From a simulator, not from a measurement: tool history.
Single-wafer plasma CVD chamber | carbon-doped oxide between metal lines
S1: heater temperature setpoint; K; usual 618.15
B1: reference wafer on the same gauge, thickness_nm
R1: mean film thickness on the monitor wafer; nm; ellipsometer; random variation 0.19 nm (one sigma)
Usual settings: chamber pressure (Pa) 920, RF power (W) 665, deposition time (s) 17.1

run 1 hour=0 | S1=618.15 chamber_pressure_(Pa)=920 RF_power_(W)=750 deposition_time_(s)=17.1 | B1=102.029 | R1=130.014
run 2 hour=15 | S1=618.15 chamber_pressure_(Pa)=920 RF_power_(W)=750 deposition_time_(s)=17.1 | B1=102.011 | R1=129.525
run 3 hour=27.3 | S1=618.15 chamber_pressure_(Pa)=920 RF_power_(W)=750 deposition_time_(s)=17.1 | B1=102.047 | R1=130.129
run 4 hour=45.6 | S1=624.15 chamber_pressure_(Pa)=920 RF_power_(W)=665 deposition_time_(s)=17.1 | B1=102 | R1=118.149
run 5 hour=63.2 | S1=624.15 chamber_pressure_(Pa)=920 RF_power_(W)=665 deposition_time_(s)=17.1 | B1=102.005 | R1=118.437
run 6 hour=73.3 | S1=624.15 chamber_pressure_(Pa)=920 RF_power_(W)=665 deposition_time_(s)=17.1 | B1=102.019 | R1=117.873
run 7 hour=85 | S1=618.15 chamber_pressure_(Pa)=920 RF_power_(W)=665 deposition_time_(s)=17.1 | B1=102 | R1=120.071
run 8 hour=92.8 | S1=618.15 chamber_pressure_(Pa)=920 RF_power_(W)=665 deposition_time_(s)=17.1 | B1=101.976 | R1=119.899
run 9 hour=110.5 | S1=618.15 chamber_pressure_(Pa)=920 RF_power_(W)=665 deposition_time_(s)=17.1 | B1=101.977 | R1=119.789
-- hour=119.1 gauge calibrated
run 10 hour=125.4 | S1=618.15 chamber_pressure_(Pa)=920 RF_power_(W)=665 deposition_time_(s)=17.1 | B1=101.998 | R1=120.286
run 11 hour=136.6 | S1=618.15 chamber_pressure_(Pa)=920 RF_power_(W)=665 deposition_time_(s)=17.1 | B1=101.984 | R1=120.201
run 12 hour=144.4 | S1=618.15 chamber_pressure_(Pa)=920 RF_power_(W)=695 deposition_time_(s)=17.1 | B1=101.96 | R1=123.869
run 13 hour=153.2 | S1=618.15 chamber_pressure_(Pa)=920 RF_power_(W)=695 deposition_time_(s)=17.1 | B1=101.977 | R1=123.686
-- hour=167 capacitance manometer re-zeroed and calibrated
-- hour=172.4 thermocouple changed; heater temperature recalibrated
run 14 hour=172.9 | S1=618.15 chamber_pressure_(Pa)=749 RF_power_(W)=665 deposition_time_(s)=17.1 | B1=102.04 | R1=115.625
run 15 hour=175.1 | S1=618.15 chamber_pressure_(Pa)=920 RF_power_(W)=665 deposition_time_(s)=17.1 | B1=102.088 | R1=120.231
-- hour=185.7 RF generator calibrated
run 16 hour=226.5 | S1=608.15 chamber_pressure_(Pa)=920 RF_power_(W)=665 deposition_time_(s)=17.1 | B1=101.951 | R1=131.326
-- hour=237.7 showerhead replaced
run 17 hour=238.3 | S1=618.15 chamber_pressure_(Pa)=920 RF_power_(W)=750 deposition_time_(s)=15.4 | B1=102.064 | R1=123.922
run 18 hour=249 | S1=618.15 chamber_pressure_(Pa)=747 RF_power_(W)=605 deposition_time_(s)=19.1 | B1=101.937 | R1=127.729
run 19 hour=266 | S1=618.15 chamber_pressure_(Pa)=920 RF_power_(W)=750 deposition_time_(s)=17.1 | B1=101.978 | R1=136.955
run 20 hour=276.8 | S1=625.15 chamber_pressure_(Pa)=1084 RF_power_(W)=780 deposition_time_(s)=15.9 | B1=101.983 | R1=129.488
run 21 hour=286.5 | S1=618.15 chamber_pressure_(Pa)=920 RF_power_(W)=665 deposition_time_(s)=17.1 | B1=102.007 | R1=126.62
run 22 hour=305.9 | S1=623.15 chamber_pressure_(Pa)=1127 RF_power_(W)=540 deposition_time_(s)=15.3 | B1=101.993 | R1=99.041
run 23 hour=312 | S1=618.15 chamber_pressure_(Pa)=920 RF_power_(W)=665 deposition_time_(s)=19.3 | B1=102.079 | R1=142.327
run 24 hour=325 | S1=618.15 chamber_pressure_(Pa)=1131 RF_power_(W)=665 deposition_time_(s)=17.1 | B1=101.97 | R1=128.613
run 25 hour=331.7 | S1=618.15 chamber_pressure_(Pa)=920 RF_power_(W)=665 deposition_time_(s)=17.1 | B1=101.997 | R1=125.887
run 26 hour=344.3 | S1=618.15 chamber_pressure_(Pa)=744 RF_power_(W)=665 deposition_time_(s)=15.3 | B1=101.943 | R1=108.397

The tool's hidden state at each run:
wafer temperature above the value expected at the setpoint (K): 0 in every run
true pressure above the setpoint (%): 0 in every run
gauge reads high (%): 0 in every run
H1: delivered RF power above the setpoint (%)
run=1 H1=-8.52
run=2 H1=-8.54
run=3 H1=-8.56
run=4 H1=-8.58
run=5 H1=-8.6
run=6 H1=-8.61
run=7 H1=-8.62
run=8 H1=-8.63
run=9 H1=-8.65
run=10 H1=-8.66
run=11 H1=-8.68
run=12 H1=-8.68
run=13 H1=-8.69
run=14 H1=-8.71
run=15 H1=-8.71
run=16 H1=-0.551
run=17 H1=-0.684
run=18 H1=-0.803
run=19 H1=-0.989
run=20 H1=-1.1
run=21 H1=-1.21
run=22 H1=-1.41
run=23 H1=-1.47
run=24 H1=-1.6
run=25 H1=-1.66
run=26 H1=-1.79
